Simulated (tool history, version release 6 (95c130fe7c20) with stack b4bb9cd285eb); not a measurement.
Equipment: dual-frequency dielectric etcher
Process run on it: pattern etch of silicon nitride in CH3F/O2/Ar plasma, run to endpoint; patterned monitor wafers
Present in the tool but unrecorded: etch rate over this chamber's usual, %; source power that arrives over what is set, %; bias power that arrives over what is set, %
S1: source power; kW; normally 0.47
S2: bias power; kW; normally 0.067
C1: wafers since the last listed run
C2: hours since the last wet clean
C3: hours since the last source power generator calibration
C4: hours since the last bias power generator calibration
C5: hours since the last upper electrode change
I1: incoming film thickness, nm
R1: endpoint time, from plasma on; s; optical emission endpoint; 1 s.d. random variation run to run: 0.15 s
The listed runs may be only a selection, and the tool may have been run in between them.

run    hour    S1     S2    C1     C2      C3      C4      C5     I1    R1
  1       0  0.56  0.078     0  403.5  2396.5  1077.4  3950.7  32.59  38.4
  2    48.1  0.56  0.078   746  451.6  2444.6  1125.5  3998.8  32.32  38.3
       73.9  -- wet clean of the chamber
  3   107.8  0.56  0.078   554   33.9  2504.3  1185.2  4058.5  32.19  37.4
  4   149.1  0.47  0.067   640   75.2  2545.6  1226.5  4099.8  32.46  42.7
  5   247.2  0.47  0.067  1522  173.3  2643.7  1324.6  4197.9  32.02    42
  6   451.9  0.47  0.067  3176    378  2848.4  1529.3  4402.6  32.19  42.5
  7   543.8  0.51  0.057  1426  469.9  2940.3  1621.2  4494.5  31.81  42.2
  8   608.2  0.51  0.057   999  534.3  3004.7  1685.6  4558.9  31.86  42.5
      642.3  -- wet clean of the chamber
        830  -- source power generator calibrated
  9   858.2  0.51  0.057  3445  215.9    28.2  1935.6  4808.9   32.4  43.1
 10   901.8  0.47  0.067   676  259.5    71.8  1979.2  4852.5  32.38  43.5
 11   938.9  0.47  0.067   575  296.6   108.9  2016.3  4889.6   32.1  42.9
 12   975.8  0.47  0.067   572  333.5   145.8  2053.2  4926.5  31.84  42.8
 13  1018.5  0.58  0.054   662  376.2   188.5  2095.9  4969.2  32.37  41.5
 14  1109.5  0.47  0.067  1412  467.2   279.5  2186.9  5060.2   32.3  43.6
     1168.5  -- wet clean of the chamber
 15    1169  0.44  0.067   550    0.5     339  2246.4  5119.7  32.32  44.1
 16  1252.8  0.47  0.067  1300   84.3   422.8  2330.2  5203.5  32.21  42.8
       1326  -- upper electrode replaced
 17  1345.4  0.56  0.078  1064  176.9   515.4  2422.8    19.4   31.8  37.6
     1406.7  -- bias power generator calibrated
 18  1443.7  0.56  0.084  1463  275.2   613.7      37   117.7  32.19  37.5
 19  1493.3  0.47  0.067   769  324.8   663.3    86.6   167.3  32.23    43
 20  1578.2  0.36  0.059  1317  409.7   748.2   171.5   252.2  32.35  51.1
 21  1640.3  0.54  0.067   963  471.8   810.3   233.6   314.3   31.9  40.3
     1687.3  -- wet clean of the chamber
 22  1717.4  0.51  0.083   824   30.1   887.4   310.7   391.4  32.14  38.8
 23  1758.8  0.38  0.073   642   71.5   928.8   352.1   432.8  32.09  46.1
 24  2065.2  0.57  0.073  4754  377.9  1235.2   658.5   739.2  32.23  38.7

Branching from run 24: 3 alternative next runs. What would each branch give?
  A  2065.6  0.47  0.058   6  378.3  1235.6  658.9  739.6  32.21   ?
  B  2065.6  0.52  0.055   6  378.3  1235.6  658.9  739.6  32.21   ?
  C  2065.6  0.59  0.058   6  378.3  1235.6  658.9  739.6  32.21   ?

run    R1
  A  44.5
  B  42.9
  C    40
Take away the tool's hidden state, keep each run's random variation, and the runs would have read:
run    R1
  A  44.3
  B  42.7
  C  39.8

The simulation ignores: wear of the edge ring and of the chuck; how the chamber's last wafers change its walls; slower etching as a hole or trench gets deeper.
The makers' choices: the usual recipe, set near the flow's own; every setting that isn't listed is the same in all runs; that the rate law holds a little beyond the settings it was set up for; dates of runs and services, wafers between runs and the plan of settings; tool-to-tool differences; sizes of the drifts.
